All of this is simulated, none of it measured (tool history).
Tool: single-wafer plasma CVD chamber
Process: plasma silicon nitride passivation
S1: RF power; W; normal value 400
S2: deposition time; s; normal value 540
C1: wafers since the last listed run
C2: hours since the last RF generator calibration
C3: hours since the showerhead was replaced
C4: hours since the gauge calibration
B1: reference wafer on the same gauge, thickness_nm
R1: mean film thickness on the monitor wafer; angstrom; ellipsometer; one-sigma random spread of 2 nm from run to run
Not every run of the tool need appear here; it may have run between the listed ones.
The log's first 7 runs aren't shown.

run,day,S1,S2,C1,C2,C3,C4,B1,R1
8,27.858,400,540,269,1364.9,2596.9,950.5,865.605,7297.85
9,30.054,365,584,146,1417.6,2649.6,1003.2,866.095,7675.81
10,34.404,365,584,291,1522,2754,1107.6,865.504,7645.61
11,38.796,365,584,293,1627.4,2859.4,1213,865.837,7640.38
12,43.238,400,540,297,1734,2966,1319.6,866.115,7254.24
13,46.142,400,540,194,1803.7,3035.7,1389.3,866.095,7227.07
14,50.175,430,540,269,1900.5,3132.5,1486.1,865.611,7408.09
15,52.025,430,540,123,1944.9,3176.9,1530.5,865.905,7387.32
16,55.2,400,540,212,2021.1,3253.1,1606.7,866.165,7164.5
# day 58.404: gauge calibrated
17,58.812,325,467,241,2107.8,3339.8,9.8,865.579,5807.59
# day 61.896: showerhead replaced
18,61.917,400,604,185,2182.3,0.5,84.3,865.692,8034.93
19,64.804,355,588,193,2251.6,69.8,153.6,866.314,7519.16
# day 66.579: RF generator calibrated
20,67.771,400,643,176,28.6,141,224.8,866.016,8753.37
21,71.892,365,461,275,127.5,239.9,323.7,865.368,6129.25
22,75.017,400,540,209,202.5,314.9,398.7,866.284,7402.13
23,77.758,475,596,183,268.3,380.7,464.5,865.54,8596.62
24,79.579,400,628,121,312,424.4,508.2,866.301,8575.75
25,83.725,400,540,277,411.5,523.9,607.7,866.007,7338.49
26,87.425,480,498,247,500.3,612.7,696.5,866.18,7187.27
27,90.833,400,623,228,582.1,694.5,778.3,865.765,8549.26
28,93.546,370,604,181,647.2,759.6,843.4,865.492,8046.98
29,97.733,440,509,280,747.7,860.1,943.9,866.085,7138.06
30,100.617,400,540,192,816.9,929.3,1013.1,866.454,7363.39
31,104.458,435,616,257,909.1,1021.5,1105.3,865.68,8592.21

Alternative continuations, all from the tool just after run 31; predict every row:
A,104.483,400,540,1,909.7,1022.1,1105.9,?,?
B,104.483,370,490,1,909.7,1022.1,1105.9,?,?
C,104.483,400,452,1,909.7,1022.1,1105.9,?,?
D,104.483,340,540,1,909.7,1022.1,1105.9,?,?

run,B1,R1
A,866.042,7374.39
B,866.042,6530.4
C,866.042,6172.64
D,866.042,7008.29
Take away the tool's hidden state, keep each run's random variation, and the runs would have read:
run,R1
A,7419.84
B,6570.65
C,6210.68
D,7051.48
